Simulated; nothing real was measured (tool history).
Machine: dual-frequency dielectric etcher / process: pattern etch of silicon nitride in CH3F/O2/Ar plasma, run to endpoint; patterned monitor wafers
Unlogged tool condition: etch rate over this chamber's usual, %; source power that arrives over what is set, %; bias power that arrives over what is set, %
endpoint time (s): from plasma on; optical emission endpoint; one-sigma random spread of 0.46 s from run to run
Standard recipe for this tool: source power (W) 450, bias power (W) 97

run   hour  source power (W)  bias power (W)  wafers since the last listed run  hours since the last wet clean  hours since the last source power generator calibration  hours since the last bias power generator calibration  hours since the last upper electrode change  incoming incoming film thickness, nm  endpoint time (s)
  1    0.0               450              97                                 0                           214.3                                                    985.7                                                 3207.3                                       2452.2                                  58.7               74.1
  2   12.5               450              97                               188                           226.8                                                    998.2                                                 3219.8                                       2464.7                                  58.7               74.4
  3   52.6               450              97                               605                           266.9                                                   1038.3                                                 3259.9                                       2504.8                                  57.9               72.8
  4   81.8               450              97                               440                           296.1                                                   1067.5                                                 3289.1                                       2534.0                                  58.8               75.2
  5  116.9               450              97                               529                           331.2                                                   1102.6                                                 3324.2                                       2569.1                                  58.1               73.2
  6  187.9               450              97                              1071                           402.2                                                   1173.6                                                 3395.2                                       2640.1                                  58.2               72.8
  7  200.9               450              97                               196                           415.2                                                   1186.6                                                 3408.2                                       2653.1                                  58.6               73.4
  8  237.7               450              89                               555                           452.0                                                   1223.4                                                 3445.0                                       2689.9                                  58.1               74.3
     284.9  -- upper electrode replaced
  9  286.3               450              89                               371                           500.6                                                   1272.0                                                 3493.6                                          1.4                                  58.2               74.7
 10  299.7               400              97                               202                           514.0                                                   1285.4                                                 3507.0                                         14.8                                  58.1               74.7
 11  331.4               400              97                               478                           545.7                                                   1317.1                                                 3538.7                                         46.5                                  58.2               74.6
     385.4  -- source power generator calibrated
 12  402.5               400              97                              1012                           616.8                                                     17.1                                                 3609.8                                        117.6                                  58.5               75.1
 13  424.7               450              97                               335                           639.0                                                     39.3                                                 3632.0                                        139.8                                  58.0               71.6
     451.0  -- wet clean of the chamber
 14  451.5               450              97                                42                             0.5                                                     66.1                                                 3658.8                                        166.6                                  58.7               70.9
 15  459.2               450              97                               116                             8.2                                                     73.8                                                 3666.5                                        174.3                                  59.0               71.2
 16  481.0               450             104                               329                            30.0                                                     95.6                                                 3688.3                                        196.1                                  58.0               68.5
 17  495.9               350              87                               224                            44.9                                                    110.5                                                 3703.2                                        211.0                                  58.9               78.8
     541.2  -- bias power generator calibrated
 18  542.0               550              81                               635                            91.0                                                    156.6                                                    0.8                                        257.1                                  57.8               68.1
 19  558.6               380              84                               250                           107.6                                                    173.2                                                   17.4                                        273.7                                  57.9               77.4
     603.7  -- wet clean of the chamber, repeated, since the last time left the tool worse
 20  604.2               380              83                               326                             0.5                                                    218.8                                                   63.0                                        319.3                                  57.6               80.7
 21  604.6               390             109                                 6                             0.9                                                    219.2                                                   63.4                                        319.7                                  58.6               75.6
 22  616.2               450              91                               175                            12.5                                                    230.8                                                   75.0                                        331.3                                  59.0               76.2

What will run 23 give?
 23  635.6               400              97                               292                            31.9                                                    250.2                                                   94.4                                        350.7                                  58.3                  ?

For run 23 the tool returned endpoint time (s) 77.5.
Without the tool's hidden state the same run would have given endpoint time (s) 77.9.

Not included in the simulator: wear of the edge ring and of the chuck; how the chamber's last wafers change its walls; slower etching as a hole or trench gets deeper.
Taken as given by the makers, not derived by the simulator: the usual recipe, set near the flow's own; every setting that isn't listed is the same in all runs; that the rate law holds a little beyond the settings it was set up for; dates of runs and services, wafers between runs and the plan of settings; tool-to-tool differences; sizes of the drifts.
